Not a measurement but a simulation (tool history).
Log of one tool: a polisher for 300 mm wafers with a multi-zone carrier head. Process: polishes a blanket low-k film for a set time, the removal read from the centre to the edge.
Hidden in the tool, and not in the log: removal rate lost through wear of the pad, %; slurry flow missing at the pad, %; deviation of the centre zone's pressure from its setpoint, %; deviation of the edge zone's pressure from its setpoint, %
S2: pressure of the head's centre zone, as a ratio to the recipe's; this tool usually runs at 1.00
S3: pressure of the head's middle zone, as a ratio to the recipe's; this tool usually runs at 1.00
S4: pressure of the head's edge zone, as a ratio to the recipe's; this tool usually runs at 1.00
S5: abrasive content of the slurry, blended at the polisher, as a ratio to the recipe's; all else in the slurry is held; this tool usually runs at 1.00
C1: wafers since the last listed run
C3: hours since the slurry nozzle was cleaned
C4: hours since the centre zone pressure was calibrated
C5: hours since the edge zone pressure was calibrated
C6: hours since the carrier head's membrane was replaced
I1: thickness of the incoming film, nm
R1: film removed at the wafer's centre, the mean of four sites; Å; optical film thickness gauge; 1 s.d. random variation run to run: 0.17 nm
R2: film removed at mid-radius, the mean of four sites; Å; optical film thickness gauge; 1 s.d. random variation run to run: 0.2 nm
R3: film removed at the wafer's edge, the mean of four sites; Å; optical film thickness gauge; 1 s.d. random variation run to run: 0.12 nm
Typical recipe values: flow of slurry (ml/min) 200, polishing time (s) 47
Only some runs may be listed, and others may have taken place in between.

{"run": 1, "hour": 0.0, "flow of slurry (ml/min)": 200, "S2": 0.93, "S3": 1.0, "S4": 1.0, "S5": 1.0, "polishing time (s)": 39, "C1": 0, "wafers polished on this pad": 825, "C3": 381.0, "C4": 552.7, "C5": 361.0, "C6": 1954.2, "I1": 596.4, "R1": 109, "R2": 114, "R3": 119}
{"hour": 19.7, "done": "worn pad replaced by a new one"}
{"run": 2, "hour": 20.2, "flow of slurry (ml/min)": 200, "S2": 0.93, "S3": 1.0, "S4": 1.0, "S5": 1.0, "polishing time (s)": 39, "C1": 201, "wafers polished on this pad": 6, "C3": 401.2, "C4": 572.9, "C5": 381.2, "C6": 1974.4, "I1": 609.0, "R1": 106, "R2": 115, "R3": 117}
{"run": 3, "hour": 24.5, "flow of slurry (ml/min)": 200, "S2": 0.95, "S3": 1.0, "S4": 1.0, "S5": 1.0, "polishing time (s)": 47, "C1": 53, "wafers polished on this pad": 59, "C3": 405.5, "C4": 577.2, "C5": 385.5, "C6": 1978.7, "I1": 610.8, "R1": 131, "R2": 136, "R3": 142}
{"run": 4, "hour": 41.5, "flow of slurry (ml/min)": 200, "S2": 0.95, "S3": 1.0, "S4": 1.0, "S5": 1.0, "polishing time (s)": 47, "C1": 211, "wafers polished on this pad": 271, "C3": 422.5, "C4": 594.2, "C5": 402.5, "C6": 1995.7, "I1": 600.5, "R1": 132, "R2": 138, "R3": 140}
{"run": 5, "hour": 58.3, "flow of slurry (ml/min)": 200, "S2": 1.0, "S3": 1.0, "S4": 1.0, "S5": 1.0, "polishing time (s)": 47, "C1": 209, "wafers polished on this pad": 481, "C3": 439.3, "C4": 611.0, "C5": 419.3, "C6": 2012.5, "I1": 599.9, "R1": 140, "R2": 134, "R3": 142}
{"run": 6, "hour": 67.7, "flow of slurry (ml/min)": 200, "S2": 1.0, "S3": 1.0, "S4": 1.0, "S5": 1.0, "polishing time (s)": 47, "C1": 117, "wafers polished on this pad": 598, "C3": 448.7, "C4": 620.4, "C5": 428.7, "C6": 2021.9, "I1": 597.2, "R1": 141, "R2": 137, "R3": 141}
{"hour": 71.3, "done": "centre zone pressure recalibrated"}
{"hour": 75.9, "done": "slurry nozzle cleaned"}
{"hour": 108.1, "done": "worn pad replaced by a new one"}
{"run": 7, "hour": 114.5, "flow of slurry (ml/min)": 200, "S2": 1.0, "S3": 1.0, "S4": 1.0, "S5": 1.0, "polishing time (s)": 47, "C1": 496, "wafers polished on this pad": 80, "C3": 38.6, "C4": 43.2, "C5": 475.5, "C6": 2068.7, "I1": 605.8, "R1": 148, "R2": 147, "R3": 146}
{"run": 8, "hour": 130.8, "flow of slurry (ml/min)": 200, "S2": 1.0, "S3": 1.0, "S4": 1.0, "S5": 1.0, "polishing time (s)": 47, "C1": 203, "wafers polished on this pad": 283, "C3": 54.9, "C4": 59.5, "C5": 491.8, "C6": 2085.0, "I1": 592.3, "R1": 146, "R2": 145, "R3": 147}
{"run": 9, "hour": 140.0, "flow of slurry (ml/min)": 200, "S2": 1.0, "S3": 1.0, "S4": 1.0, "S5": 1.0, "polishing time (s)": 47, "C1": 114, "wafers polished on this pad": 398, "C3": 64.1, "C4": 68.7, "C5": 501.0, "C6": 2094.2, "I1": 596.6, "R1": 143, "R2": 142, "R3": 146}
{"run": 10, "hour": 147.3, "flow of slurry (ml/min)": 200, "S2": 1.0, "S3": 1.0, "S4": 0.96, "S5": 1.1, "polishing time (s)": 47, "C1": 91, "wafers polished on this pad": 489, "C3": 71.4, "C4": 76.0, "C5": 508.3, "C6": 2101.5, "I1": 596.9, "R1": 150, "R2": 148, "R3": 150}
{"run": 11, "hour": 154.5, "flow of slurry (ml/min)": 200, "S2": 1.0, "S3": 1.0, "S4": 1.0, "S5": 1.0, "polishing time (s)": 47, "C1": 89, "wafers polished on this pad": 579, "C3": 78.6, "C4": 83.2, "C5": 515.5, "C6": 2108.7, "I1": 601.1, "R1": 144, "R2": 144, "R3": 145}
{"run": 12, "hour": 170.8, "flow of slurry (ml/min)": 200, "S2": 1.0, "S3": 1.0, "S4": 1.0, "S5": 1.1, "polishing time (s)": 47, "C1": 203, "wafers polished on this pad": 782, "C3": 94.9, "C4": 99.5, "C5": 531.8, "C6": 2125.0, "I1": 605.1, "R1": 155, "R2": 150, "R3": 151}
{"hour": 176.2, "done": "edge zone pressure recalibrated"}
{"run": 13, "hour": 178.1, "flow of slurry (ml/min)": 235, "S2": 1.0, "S3": 1.07, "S4": 0.96, "S5": 0.7, "polishing time (s)": 47, "C1": 66, "wafers polished on this pad": 848, "C3": 102.2, "C4": 106.8, "C5": 1.9, "C6": 2132.3, "I1": 605.3, "R1": 124, "R2": 126, "R3": 119}
{"hour": 185.9, "done": "worn pad replaced by a new one"}
{"run": 14, "hour": 192.3, "flow of slurry (ml/min)": 200, "S2": 1.0, "S3": 1.0, "S4": 1.0, "S5": 0.85, "polishing time (s)": 40, "C1": 127, "wafers polished on this pad": 80, "C3": 116.4, "C4": 121.0, "C5": 16.1, "C6": 2146.5, "I1": 601.3, "R1": 114, "R2": 111, "R3": 113}
{"hour": 197.4, "done": "carrier head's membrane replaced by a new one"}
{"run": 15, "hour": 198.6, "flow of slurry (ml/min)": 200, "S2": 1.0, "S3": 1.0, "S4": 0.89, "S5": 0.7, "polishing time (s)": 47, "C1": 16, "wafers polished on this pad": 96, "C3": 122.7, "C4": 127.3, "C5": 22.4, "C6": 1.2, "I1": 596.5, "R1": 121, "R2": 119, "R3": 113}
{"run": 16, "hour": 204.9, "flow of slurry (ml/min)": 200, "S2": 0.95, "S3": 1.0, "S4": 1.0, "S5": 1.3, "polishing time (s)": 47, "C1": 78, "wafers polished on this pad": 175, "C3": 129.0, "C4": 133.6, "C5": 28.7, "C6": 7.5, "I1": 594.3, "R1": 155, "R2": 160, "R3": 161}
{"run": 17, "hour": 216.9, "flow of slurry (ml/min)": 200, "S2": 1.0, "S3": 1.0, "S4": 1.0, "S5": 1.0, "polishing time (s)": 47, "C1": 149, "wafers polished on this pad": 324, "C3": 141.0, "C4": 145.6, "C5": 40.7, "C6": 19.5, "I1": 600.5, "R1": 144, "R2": 137, "R3": 143}
{"run": 18, "hour": 230.7, "flow of slurry (ml/min)": 245, "S2": 1.05, "S3": 1.0, "S4": 1.1, "S5": 1.0, "polishing time (s)": 47, "C1": 172, "wafers polished on this pad": 496, "C3": 154.8, "C4": 159.4, "C5": 54.5, "C6": 33.3, "I1": 596.7, "R1": 155, "R2": 142, "R3": 152}
{"run": 19, "hour": 241.0, "flow of slurry (ml/min)": 160, "S2": 0.91, "S3": 1.0, "S4": 1.0, "S5": 1.0, "polishing time (s)": 47, "C1": 128, "wafers polished on this pad": 625, "C3": 165.1, "C4": 169.7, "C5": 64.8, "C6": 43.6, "I1": 588.1, "R1": 124, "R2": 132, "R3": 140}
{"run": 20, "hour": 251.1, "flow of slurry (ml/min)": 200, "S2": 1.06, "S3": 0.96, "S4": 1.0, "S5": 0.7, "polishing time (s)": 47, "C1": 125, "wafers polished on this pad": 751, "C3": 175.2, "C4": 179.8, "C5": 74.9, "C6": 53.7, "I1": 587.9, "R1": 124, "R2": 112, "R3": 117}
{"hour": 258.0, "done": "worn pad replaced by a new one"}
{"run": 21, "hour": 265.7, "flow of slurry (ml/min)": 200, "S2": 1.08, "S3": 1.0, "S4": 1.0, "S5": 1.0, "polishing time (s)": 47, "C1": 132, "wafers polished on this pad": 95, "C3": 189.8, "C4": 194.4, "C5": 89.5, "C6": 68.3, "I1": 607.3, "R1": 149, "R2": 135, "R3": 141}
{"run": 22, "hour": 272.5, "flow of slurry (ml/min)": 200, "S2": 1.08, "S3": 1.09, "S4": 1.0, "S5": 1.0, "polishing time (s)": 47, "C1": 84, "wafers polished on this pad": 180, "C3": 196.6, "C4": 201.2, "C5": 96.3, "C6": 75.1, "I1": 604.8, "R1": 150, "R2": 148, "R3": 141}

What if the next run were any one of these 4? Each begins from the tool's condition after run 22:
{"run": "A", "hour": 272.9, "flow of slurry (ml/min)": 130, "S2": 1.0, "S3": 1.0, "S4": 1.0, "S5": 1.0, "polishing time (s)": 47, "C1": 4, "wafers polished on this pad": 185, "C3": 197.0, "C4": 201.6, "C5": 96.7, "C6": 75.5, "I1": 598.8, "R1": "?", "R2": "?", "R3": "?"}
{"run": "B", "hour": 272.9, "flow of slurry (ml/min)": 200, "S2": 1.0, "S3": 1.12, "S4": 1.0, "S5": 0.8, "polishing time (s)": 47, "C1": 4, "wafers polished on this pad": 185, "C3": 197.0, "C4": 201.6, "C5": 96.7, "C6": 75.5, "I1": 598.8, "R1": "?", "R2": "?", "R3": "?"}
{"run": "C", "hour": 272.9, "flow of slurry (ml/min)": 175, "S2": 1.0, "S3": 1.0, "S4": 1.0, "S5": 1.0, "polishing time (s)": 47, "C1": 4, "wafers polished on this pad": 185, "C3": 197.0, "C4": 201.6, "C5": 96.7, "C6": 75.5, "I1": 598.8, "R1": "?", "R2": "?", "R3": "?"}
{"run": "D", "hour": 272.9, "flow of slurry (ml/min)": 200, "S2": 1.0, "S3": 1.0, "S4": 1.0, "S5": 1.0, "polishing time (s)": 39, "C1": 4, "wafers polished on this pad": 185, "C3": 197.0, "C4": 201.6, "C5": 96.7, "C6": 75.5, "I1": 598.8, "R1": "?", "R2": "?", "R3": "?"}

run=A R1=129 R2=131 R3=136
run=B R1=125 R2=137 R3=127
run=C R1=137 R2=138 R3=141
run=D R1=117 R2=117 R3=119
What these runs would have given with no unlogged condition in the tool:
run=A R1=140 R2=140 R3=143
run=B R1=133 R2=144 R3=132
run=C R1=146 R2=146 R3=147
run=D R1=124 R2=123 R3=123
